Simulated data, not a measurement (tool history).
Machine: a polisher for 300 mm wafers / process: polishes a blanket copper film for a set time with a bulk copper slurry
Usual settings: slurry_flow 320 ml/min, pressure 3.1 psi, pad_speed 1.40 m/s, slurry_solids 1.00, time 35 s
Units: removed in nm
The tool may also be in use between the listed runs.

run    hour  slurry_flow  pressure  pad_speed  slurry_solids  time  incoming thickness of the incoming film, nm  removed
  1     0.0          320       2.5       1.40           1.00    35                                       4104.7    441.2
        0.9  -- slurry blender recalibrated
  2    71.0          320       2.5       1.40           1.00    35                                       4002.3    424.8
       75.8  -- worn pad replaced by a new one
       97.8  -- head pressure recalibrated
  3   142.0          320       3.1       1.40           1.00    35                                       4051.7    565.9
  4   220.1          320       3.1       1.40           1.00    35                                       4096.4    548.1
  5   283.2          320       3.1       1.40           1.00    35                                       4179.6    537.2
      369.5  -- slurry blender recalibrated
  6   379.6          320       3.1       1.40           1.00    35                                       4093.6    517.8
      391.7  -- worn pad replaced by a new one
  7   431.8          320       3.1       1.40           1.00    35                                       4060.0    504.6
  8   513.3          320       3.1       1.40           1.00    35                                       4028.6    501.7
  9   607.0          320       3.1       1.40           1.00    35                                       4078.3    481.2
      614.8  -- worn pad replaced by a new one, repeated, since the last time left the tool worse
 10   673.7          320       3.1       1.40           1.00    35                                       4083.8    567.8
      706.9  -- head pressure recalibrated
      749.6  -- slurry blender recalibrated
 11   773.3          320       3.1       1.84           1.00    35                                       4087.0    650.8
      793.5  -- slurry nozzle cleaned
 12   847.5          320       3.1       1.64           1.00    35                                       4069.3    590.3
      917.9  -- worn pad replaced by a new one
 13   918.4          320       4.2       1.10           1.25    35                                       4097.9    686.5
 14   974.2          320       3.1       1.12           1.10    35                                       4088.6    508.6
 15  1049.8          320       3.7       1.40           1.00    35                                       4113.9    647.1
 16  1132.2          320       3.1       1.84           1.00    35                                       4126.9    634.3
     1140.5  -- slurry blender recalibrated
 17  1224.2          320       3.5       1.40           0.90    35                                       4111.9    563.9
     1253.1  -- worn pad replaced by a new one
     1312.7  -- head pressure recalibrated
 18  1323.1          430       3.1       1.40           0.70    35                                       4102.2    536.1
 19  1387.5          320       3.1       1.40           1.00    35                                       4125.2    557.1
 20  1449.3          290       2.7       1.40           1.10    35                                       4088.0    469.5
 21  1497.1          320       3.1       1.70           1.00    35                                       4034.8    613.1

Here are 5 independent what-if runs from the current tool condition. What would each one return?
  A  1497.5          320       3.1       1.18           1.00    35                                       4153.6        ?
  B  1497.5          320       3.1       1.40           1.25    35                                       4153.6        ?
  C  1497.5          320       3.8       1.40           1.00    35                                       4153.6        ?
  D  1497.5          385       2.2       1.40           0.90    35                                       4153.6        ?
  E  1497.5          320       3.1       1.22           1.00    35                                       4153.6        ?

run  removed
  A    484.0
  B    567.0
  C    655.0
  D    374.4
  E    493.2
What these runs would have given with no unlogged condition in the tool:
run  removed
  A    509.0
  B    596.3
  C    688.9
  D    393.7
  E    518.6
